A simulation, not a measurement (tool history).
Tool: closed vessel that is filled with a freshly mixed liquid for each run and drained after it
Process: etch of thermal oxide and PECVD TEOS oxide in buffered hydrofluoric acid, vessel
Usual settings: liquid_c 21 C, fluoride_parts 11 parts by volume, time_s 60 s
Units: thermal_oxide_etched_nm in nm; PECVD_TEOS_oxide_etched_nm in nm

run	hour	liquid_c	fluoride_parts	time_s	read-back film thickness of the thermal oxide reference wafer, read on the same gauge (nm)	read-back film thickness of the PECVD TEOS oxide reference wafer, read on the same gauge (nm)	thermal_oxide_etched_nm	PECVD_TEOS_oxide_etched_nm
1	0	21	11	60	30	39.99	63.49	148.97
2	11.9	21	11	60	30.02	40.01	63.88	150.26
# hour 19.5: gauge calibrated
3	35.8	21	11	60	30.04	39.99	63.45	148.11
4	47.4	21	14.5	60	30.01	39.97	49.34	115.05
5	56.2	21	14.5	60	29.95	40.02	49.53	113.57
6	64.4	21	14.5	60	30.03	40	49.27	114.43
7	80.8	21	10	60	30.06	40	68.68	158.63
8	95.9	18.5	11	60	29.94	40.04	55.4	128.91
9	106.9	18.5	11	60	30.01	39.99	55.44	131.24
# hour 112.6: thermometer replaced
# hour 117.5: hydrofluoric acid flow meter replaced
10	122.3	18.5	11	60	30	40.03	50.12	117.39
11	138.5	21	11	60	30	40.01	57.77	136.74
12	149.7	25	13.5	60	30.06	39.97	59.18	138.77
13	162.5	17	8	45	30.01	40.04	46.3	108.86
14	180.4	24	7.5	60	30.01	39.98	97.21	231.2
15	193.9	21	6.5	85	29.97	40	134.17	313.68
# hour 194.2: gauge calibrated
16	204.1	17	9	30	30.02	40.02	27.07	63.55
17	221.8	25	11	50	30.02	39.98	60.24	142.12
18	237.8	25	13.5	75	30.04	40.05	73.49	174.51
19	248.2	24.5	7	60	29.93	40.02	107.2	256.74
20	258.1	21	6.5	60	30.01	39.95	95.21	226.32
21	275.7	24	7.5	60	30	39.99	98.2	231.15
22	292.6	21	9	60	29.98	40.02	68.42	162.75
23	303.2	21	11	60	29.99	39.99	58.53	136.2

Forecast each of these 3 alternatives for the next run:
A	303.9	21	11	60	?	?	?	?
B	303.9	19	13.5	80	?	?	?	?
C	303.9	21	8.5	75	?	?	?	?

run	read-back film thickness of the thermal oxide reference wafer, read on the same gauge (nm)	read-back film thickness of the PECVD TEOS oxide reference wafer, read on the same gauge (nm)	thermal_oxide_etched_nm	PECVD_TEOS_oxide_etched_nm
A	29.99	39.98	58.28	137.26
B	29.99	39.98	56.86	133.92
C	29.99	39.98	91.12	214.6
Without the tool's hidden state the same runs would have given:
run	thermal_oxide_etched_nm	PECVD_TEOS_oxide_etched_nm
A	56.97	134.17
B	55.57	130.88
C	88.84	209.24

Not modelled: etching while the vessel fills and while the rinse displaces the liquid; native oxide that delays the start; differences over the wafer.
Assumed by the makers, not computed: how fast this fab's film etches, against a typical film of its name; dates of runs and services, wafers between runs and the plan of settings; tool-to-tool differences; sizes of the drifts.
